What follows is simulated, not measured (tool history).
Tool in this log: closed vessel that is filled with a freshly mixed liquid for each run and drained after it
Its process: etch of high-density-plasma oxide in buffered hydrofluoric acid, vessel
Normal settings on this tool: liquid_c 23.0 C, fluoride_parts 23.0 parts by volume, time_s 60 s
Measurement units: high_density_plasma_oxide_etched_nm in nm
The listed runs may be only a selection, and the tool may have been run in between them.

run   hour  liquid_c  fluoride_parts  time_s  read-back film thickness of the high-density-plasma oxide reference wafer, read on the same gauge (nm)  high_density_plasma_oxide_etched_nm
  1    0.0      23.0            23.0      50                                                                                                   80.00                                27.69
  2   44.4      23.0            23.0      50                                                                                                   80.01                                27.52
  3   57.5      23.0            23.0      50                                                                                                   80.01                                27.62
  4   67.8      23.0            23.0      60                                                                                                   79.98                                33.04
  5   76.5      23.0            23.0      60                                                                                                   80.00                                33.09
  6   91.8      23.0            23.0      60                                                                                                   80.01                                32.74
  7   99.6      23.0            23.0      35                                                                                                   80.00                                19.29
  8  111.7      23.0            23.0      35                                                                                                   80.01                                19.11
  9  127.7      23.0            23.0      60                                                                                                   79.99                                32.78
 10  133.9      23.0            23.0      60                                                                                                   80.02                                33.27
     145.2  -- hydrofluoric acid flow meter replaced
 11  148.1      23.0            23.0      60                                                                                                   80.00                                33.15
     181.1  -- gauge calibrated
 12  195.0      23.0            26.0      60                                                                                                   80.00                                30.52
     207.1  -- thermometer replaced
 13  207.4      23.0            30.0      35                                                                                                   80.00                                17.82
 14  217.1      23.0            26.0      60                                                                                                   80.00                                33.93
 15  226.8      23.0            23.0      60                                                                                                   80.01                                36.96
 16  239.2      19.5            19.5      50                                                                                                   80.02                                28.37
 17  249.8      23.0            23.0      60                                                                                                   79.98                                36.77
 18  268.6      19.5            23.0      60                                                                                                   79.99                                30.28
 19  284.8      28.0            29.5      40                                                                                                   80.00                                27.17
 20  301.4      23.0            27.5      90                                                                                                   80.01                                48.64
 21  314.1      23.0            23.0      90                                                                                                   80.00                                55.13
 22  321.4      25.0            15.0      30                                                                                                   80.01                                30.16
 23  333.7      27.5            23.0      60                                                                                                   80.01                                46.90
 24  343.5      23.0            23.0      60                                                                                                   80.00                                36.70
 25  358.6      28.0            20.5      85                                                                                                   80.00                                73.01
 26  368.7      23.0            28.5      85                                                                                                   80.00                                44.96
 27  383.2      26.5            20.5      60                                                                                                   80.00                                47.80
 28  395.6      23.0            23.0      60                                                                                                   79.99                                36.62
 29  402.7      21.5            23.0      50                                                                                                   80.00                                27.94
 30  420.1      23.0            15.0      60                                                                                                   79.99                                54.01
 31  446.1      28.0            23.0      35                                                                                                   80.01                                27.90
 32  455.7      23.0            30.0      30                                                                                                   80.01                                15.13
 33  473.1      21.5            20.5      70                                                                                                   80.00                                42.44

Measured minus without-hidden-state, run by run (identical run-to-run variation in each term; gauge scatter may differ):
Unlogged tool condition in this case: liquid colder than its thermometer reads (K); hydrofluoric acid flow below the setpoint (%); gauge reads high (%).
run  high_density_plasma_oxide_etched_nm
  1                                -3.16
  2                                -3.23
  3                                -3.28
  4                                -3.94
  5                                -3.96
  6                                -3.97
  7                                -2.35
  8                                -2.35
  9                                -4.07
 10                                -4.13
 11                                -4.17
 12                                -3.95
 13                                -0.01
 14                                -0.04
 15                                -0.06
 16                                -0.08
 17                                -0.12
 18                                -0.14
 19                                -0.15
 20                                -0.33
 21                                -0.43
 22                                -0.24
 23                                -0.40
 24                                -0.34
 25                                -0.75
 26                                -0.52
 27                                -0.57
 28                                -0.49
 29                                -0.39
 30                                -0.80
 31                                -0.45
 32                                -0.26
 33                                -0.79
